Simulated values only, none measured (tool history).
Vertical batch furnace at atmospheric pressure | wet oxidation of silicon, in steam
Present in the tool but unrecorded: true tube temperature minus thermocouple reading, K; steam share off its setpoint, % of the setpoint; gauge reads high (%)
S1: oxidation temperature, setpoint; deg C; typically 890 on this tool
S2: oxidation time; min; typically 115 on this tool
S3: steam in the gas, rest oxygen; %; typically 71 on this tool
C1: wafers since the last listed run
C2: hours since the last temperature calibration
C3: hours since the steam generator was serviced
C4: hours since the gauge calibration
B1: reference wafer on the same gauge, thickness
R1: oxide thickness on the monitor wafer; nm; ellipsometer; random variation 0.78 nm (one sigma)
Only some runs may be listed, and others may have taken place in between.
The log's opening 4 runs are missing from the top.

run 5 hour=312.1 | S1=890 S2=115 S3=71 | C1=274 C2=3146.7 C3=2421.5 C4=324.8 | B1=128.84 | R1=168.87
run 6 hour=407 | S1=870 S2=115 S3=71 | C1=690 C2=3241.6 C3=2516.4 C4=419.7 | B1=128.9 | R1=125.01
run 7 hour=501.2 | S1=890 S2=115 S3=71 | C1=685 C2=3335.8 C3=2610.6 C4=513.9 | B1=129.25 | R1=170.27
run 8 hour=575.3 | S1=890 S2=115 S3=71 | C1=539 C2=3409.9 C3=2684.7 C4=588 | B1=129.06 | R1=170.93
run 9 hour=636.7 | S1=890 S2=141.5 S3=76 | C1=447 C2=3471.3 C3=2746.1 C4=649.4 | B1=128.81 | R1=216.71
run 10 hour=722.4 | S1=890 S2=141.5 S3=76 | C1=623 C2=3557 C3=2831.8 C4=735.1 | B1=128.94 | R1=215.96
-- hour=776.3 steam generator serviced
run 11 hour=892.6 | S1=890 S2=141.5 S3=76 | C1=1064 C2=3727.2 C3=116.3 C4=905.3 | B1=128.95 | R1=216.87
run 12 hour=972 | S1=904 S2=115 S3=71 | C1=578 C2=3806.6 C3=195.7 C4=984.7 | B1=128.65 | R1=204.57
run 13 hour=1058.1 | S1=904 S2=115 S3=71 | C1=626 C2=3892.7 C3=281.8 C4=1070.8 | B1=129.04 | R1=204.91
run 14 hour=1102.1 | S1=890 S2=115 S3=71 | C1=320 C2=3936.7 C3=325.8 C4=1114.8 | B1=129.16 | R1=170.96
run 15 hour=1161.7 | S1=890 S2=115 S3=71 | C1=433 C2=3996.3 C3=385.4 C4=1174.4 | B1=129.08 | R1=171.2
run 16 hour=1213.2 | S1=900 S2=60.5 S3=67 | C1=374 C2=4047.8 C3=436.9 C4=1225.9 | B1=129.16 | R1=105.38
run 17 hour=1275.4 | S1=890 S2=149 S3=74 | C1=452 C2=4110 C3=499.1 C4=1288.1 | B1=128.77 | R1=220.6
run 18 hour=1326.5 | S1=880 S2=115 S3=67 | C1=372 C2=4161.1 C3=550.2 C4=1339.2 | B1=129.16 | R1=139.82
run 19 hour=1412 | S1=890 S2=80.5 S3=71 | C1=622 C2=4246.6 C3=635.7 C4=1424.7 | B1=129.27 | R1=124.15
run 20 hour=1460.8 | S1=874 S2=143.5 S3=81 | C1=355 C2=4295.4 C3=684.5 C4=1473.5 | B1=129.07 | R1=186.9
run 21 hour=1554 | S1=890 S2=168.5 S3=71 | C1=678 C2=4388.6 C3=777.7 C4=1566.7 | B1=128.75 | R1=237.19

Predict the results of run 22:
run 22 hour=1851.3 | S1=878 S2=115 S3=71 | C1=2164 C2=4685.9 C3=1075 C4=1864 | B1=? | R1=?

{"run 22": {"B1": 129.08, "R1": 144.26}}
Minus the tool's unlogged condition, the same run would have read R1 133.75 nm.
